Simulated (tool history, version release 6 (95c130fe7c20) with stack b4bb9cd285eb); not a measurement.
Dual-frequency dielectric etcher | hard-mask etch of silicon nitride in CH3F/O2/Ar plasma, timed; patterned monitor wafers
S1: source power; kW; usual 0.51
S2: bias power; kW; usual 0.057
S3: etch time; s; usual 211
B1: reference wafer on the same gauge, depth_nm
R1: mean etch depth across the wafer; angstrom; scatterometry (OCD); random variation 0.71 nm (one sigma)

{"run": 1, "hour": 0.0, "S1": 0.47, "S2": 0.057, "S3": 197, "B1": 137.2, "R1": 1328}
{"run": 2, "hour": 56.5, "S1": 0.47, "S2": 0.057, "S3": 197, "B1": 137, "R1": 1341}
{"run": 3, "hour": 87.2, "S1": 0.47, "S2": 0.057, "S3": 197, "B1": 136.9, "R1": 1335}
{"run": 4, "hour": 138.3, "S1": 0.51, "S2": 0.05, "S3": 211, "B1": 136.7, "R1": 1431}
{"run": 5, "hour": 168.0, "S1": 0.51, "S2": 0.046, "S3": 211, "B1": 136.8, "R1": 1419}
{"run": 6, "hour": 238.1, "S1": 0.51, "S2": 0.057, "S3": 211, "B1": 137, "R1": 1473}
{"run": 7, "hour": 297.7, "S1": 0.51, "S2": 0.057, "S3": 211, "B1": 137.1, "R1": 1492}
{"hour": 322.4, "done": "upper electrode replaced"}
{"hour": 323.9, "done": "source power generator calibrated"}
{"hour": 351.8, "done": "gauge calibrated"}
{"hour": 382.4, "done": "wet clean of the chamber"}
{"run": 8, "hour": 382.9, "S1": 0.51, "S2": 0.057, "S3": 211, "B1": 136.9, "R1": 1544}
{"run": 9, "hour": 416.5, "S1": 0.57, "S2": 0.057, "S3": 211, "B1": 136.9, "R1": 1615}
{"hour": 446.9, "done": "bias power generator calibrated"}
{"run": 10, "hour": 477.7, "S1": 0.51, "S2": 0.057, "S3": 211, "B1": 137.1, "R1": 1538}
{"run": 11, "hour": 514.5, "S1": 0.51, "S2": 0.057, "S3": 211, "B1": 136.9, "R1": 1554}
{"hour": 569.5, "done": "wet clean of the chamber, repeated, since the last time left the tool worse"}
{"run": 12, "hour": 570.0, "S1": 0.51, "S2": 0.068, "S3": 239, "B1": 137.1, "R1": 1717}
{"run": 13, "hour": 593.2, "S1": 0.46, "S2": 0.069, "S3": 153, "B1": 136.9, "R1": 1069}
{"run": 14, "hour": 642.0, "S1": 0.59, "S2": 0.057, "S3": 211, "B1": 136.8, "R1": 1532}
{"run": 15, "hour": 689.0, "S1": 0.41, "S2": 0.07, "S3": 183.5, "B1": 136.9, "R1": 1237}
{"run": 16, "hour": 739.1, "S1": 0.59, "S2": 0.053, "S3": 211, "B1": 137, "R1": 1522}
{"run": 17, "hour": 792.3, "S1": 0.51, "S2": 0.057, "S3": 240.5, "B1": 137.3, "R1": 1664}
{"run": 18, "hour": 854.0, "S1": 0.57, "S2": 0.052, "S3": 258, "B1": 136.8, "R1": 1839}
{"run": 19, "hour": 899.8, "S1": 0.51, "S2": 0.057, "S3": 211, "B1": 137.2, "R1": 1481}

Hidden state or all else? Some run-to-run changes of R1, split into what the settings, what came in and random variation would give without the hidden state, and what is left for the hidden state (with any gauge scatter that isn't in both results):
The hidden state here: etch rate over this chamber's usual, %; source power that arrives over what is set, %; bias power that arrives over what is set, %; gauge reads high (%).
Run 11 -> 12: S2 0.057 -> 0.068, S3 211 -> 239, wet clean of the chamber, repeated, since the last time left the tool worse. R1 +163 angstrom: hidden state -99, all else +262.
Run 12 -> 13: S1 0.51 -> 0.46, S2 0.068 -> 0.069, S3 239 -> 153. R1 -648 angstrom: hidden state +3, all else -651.

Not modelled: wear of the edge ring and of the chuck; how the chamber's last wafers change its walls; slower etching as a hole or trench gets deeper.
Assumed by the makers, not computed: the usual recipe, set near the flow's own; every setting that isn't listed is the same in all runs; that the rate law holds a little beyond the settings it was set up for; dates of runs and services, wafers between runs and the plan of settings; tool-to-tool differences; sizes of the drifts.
